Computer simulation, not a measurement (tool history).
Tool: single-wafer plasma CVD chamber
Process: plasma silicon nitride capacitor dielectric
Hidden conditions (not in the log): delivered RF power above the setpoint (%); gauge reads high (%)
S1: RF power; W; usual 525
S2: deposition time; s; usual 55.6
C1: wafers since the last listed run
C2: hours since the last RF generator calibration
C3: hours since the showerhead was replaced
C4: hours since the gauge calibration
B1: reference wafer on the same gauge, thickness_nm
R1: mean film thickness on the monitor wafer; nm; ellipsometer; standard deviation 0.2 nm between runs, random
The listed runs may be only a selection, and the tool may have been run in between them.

run	hour	S1	S2	C1	C2	C3	C4	B1	R1
1	0	590	55.6	0	627.7	2431.3	455.8	71.993	82.774
2	46.9	590	55.6	1047	674.6	2478.2	502.7	72.023	83.255
3	114	590	55.6	1498	741.7	2545.3	569.8	71.973	82.241
4	184.7	525	61.8	1578	812.4	2616	640.5	72.019	88.072
# hour 209: RF generator calibrated
5	233.5	525	55.6	911	24.5	2664.8	689.3	72.004	80.649
6	262.7	525	55.6	652	53.7	2694	718.5	71.987	80.912
# hour 313.1: gauge calibrated
7	374.3	525	55.6	2492	165.3	2805.6	61.2	72.012	80.83
8	421.1	560	47	1045	212.1	2852.4	108	71.967	69.772
9	486.4	560	47	1458	277.4	2917.7	173.3	71.98	69.245
10	518.4	525	55.6	714	309.4	2949.7	205.3	72.014	80.461
11	590.4	525	55.6	1607	381.4	3021.7	277.3	71.988	80.26
12	651.9	525	50.1	1373	442.9	3083.2	338.8	72.052	72.252
13	683.4	525	50.1	703	474.4	3114.7	370.3	72.024	72.562
14	735.2	455	55.6	1156	526.2	3166.5	422.1	71.988	76.37
15	804.7	575	46.1	1552	595.7	3236	491.6	72.002	68.355
16	864.4	480	51	1333	655.4	3295.7	551.3	72.016	71.356
17	914.6	525	55.6	1121	705.6	3345.9	601.5	71.988	79.576
18	958.8	620	66.4	987	749.8	3390.1	645.7	72.026	100.012
# hour 975: showerhead replaced, of another model than before
19	1026.1	480	62.4	1324	817.1	51.1	713	71.99	83.615
# hour 1035.8: RF generator calibrated
# hour 1059.9: gauge calibrated
20	1062.4	555	59.4	632	26.6	87.4	2.5	72.005	89.031
21	1116.7	625	55.6	1212	80.9	141.7	56.8	71.98	87.96
22	1186.4	570	45	1556	150.6	211.4	126.5	72.014	67.949
23	1254.5	590	55.6	1520	218.7	279.5	194.6	72.007	85.662
24	1412.4	595	46.3	3526	376.6	437.4	352.5	72.002	71.104
25	1481.7	465	60.8	1547	445.9	506.7	421.8	72.015	81.882
26	1548.6	555	60.5	1494	512.8	573.6	488.7	72	89.337
27	1592.4	525	55.6	978	556.6	617.4	532.5	72.03	79.828
28	1621.9	560	61.5	658	586.1	646.9	562	71.988	91.385

Predict each of these 4 candidate next runs independently; none follows another, all start after run 28:
A	1622.3	565	55.6	8	586.5	647.3	562.4	?	?
B	1622.3	560	63.7	8	586.5	647.3	562.4	?	?
C	1622.3	525	44.9	8	586.5	647.3	562.4	?	?
D	1622.3	440	55.6	8	586.5	647.3	562.4	?	?

run	B1	R1
A	71.989	82.831
B	71.989	94.48
C	71.989	64.441
D	71.989	72.268
Had the tool no hidden state, the same runs would have come out as:
run	R1
A	84.218
B	96.062
C	65.521
D	73.478

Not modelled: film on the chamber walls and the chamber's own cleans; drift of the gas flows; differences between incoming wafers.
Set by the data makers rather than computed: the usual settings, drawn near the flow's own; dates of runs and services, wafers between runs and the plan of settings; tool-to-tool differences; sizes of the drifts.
